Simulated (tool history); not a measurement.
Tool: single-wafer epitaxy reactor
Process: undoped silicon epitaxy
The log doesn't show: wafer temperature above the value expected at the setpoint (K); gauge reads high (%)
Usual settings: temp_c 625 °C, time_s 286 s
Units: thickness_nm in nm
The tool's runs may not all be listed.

run    hour  temp_c  time_s  wafers since the last listed run  hours since the last pyrometer calibration  hours since the gauge calibration  read-back reference wafer on the same gauge, thickness_nm  thickness_nm
  1     0.0     625     286                                 0                                      1244.7                              529.5                                                     27.306        24.342
  2    60.4     625     286                               379                                      1305.1                              589.9                                                     27.340        24.188
  3   120.7     625     286                               379                                      1365.4                              650.2                                                     27.303        24.328
  4   173.8     617     286                               333                                      1418.5                              703.3                                                     27.276        20.425
  5   210.0     617     286                               227                                      1454.7                              739.5                                                     27.276        20.372
  6   262.1     617     286                               327                                      1506.8                              791.6                                                     27.313        20.260
  7   319.7     629     315                               362                                      1564.4                              849.2                                                     27.316        29.510
  8   373.4     629     315                               337                                      1618.1                              902.9                                                     27.296        29.267
  9   441.7     629     315                               429                                      1686.4                              971.2                                                     27.283        29.254
 10   476.4     625     286                               218                                      1721.1                             1005.9                                                     27.283        24.270
 11   515.2     625     286                               244                                      1759.9                             1044.7                                                     27.300        24.304
 12   553.9     625     286                               243                                      1798.6                             1083.4                                                     27.286        24.326
      587.1  -- pyrometer calibrated
 13   621.7     614     312                               376                                        34.6                             1151.2                                                     27.300        21.208
 14   687.0     614     312                               410                                        99.9                             1216.5                                                     27.285        21.365
 15   744.3     625     316                               360                                       157.2                             1273.8                                                     27.343        27.429
 16   774.9     625     286                               192                                       187.8                             1304.4                                                     27.295        24.665
 17   817.6     625     286                               268                                       230.5                             1347.1                                                     27.284        24.924
 18   851.1     625     263                               210                                       264.0                             1380.6                                                     27.274        22.743
 19   915.6     625     316                               405                                       328.5                             1445.1                                                     27.303        27.208
 20   946.2     637     229                               192                                       359.1                             1475.7                                                     27.282        25.849
 21  1001.8     636     244                               349                                       414.7                             1531.3                                                     27.326        26.959
 22  1033.8     633     243                               201                                       446.7                             1563.3                                                     27.297        25.002
     1068.6  -- gauge calibrated
 23  1092.2     629     253                               367                                       505.1                               23.6                                                     27.285        23.689
 24  1137.5     634     286                               284                                       550.4                               68.9                                                     27.318        29.939
 25  1176.1     620     306                               242                                       589.0                              107.5                                                     27.281        23.397

The next listed run, before its measurement:
 26  1216.9     635     265                               256                                       629.8                              148.3                                                          ?             ?

Run 26 gave read-back reference wafer on the same gauge, thickness_nm 27.333, thickness_nm 28.227 nm.
Without the tool's hidden state the same run would have given thickness_nm 28.738 nm.
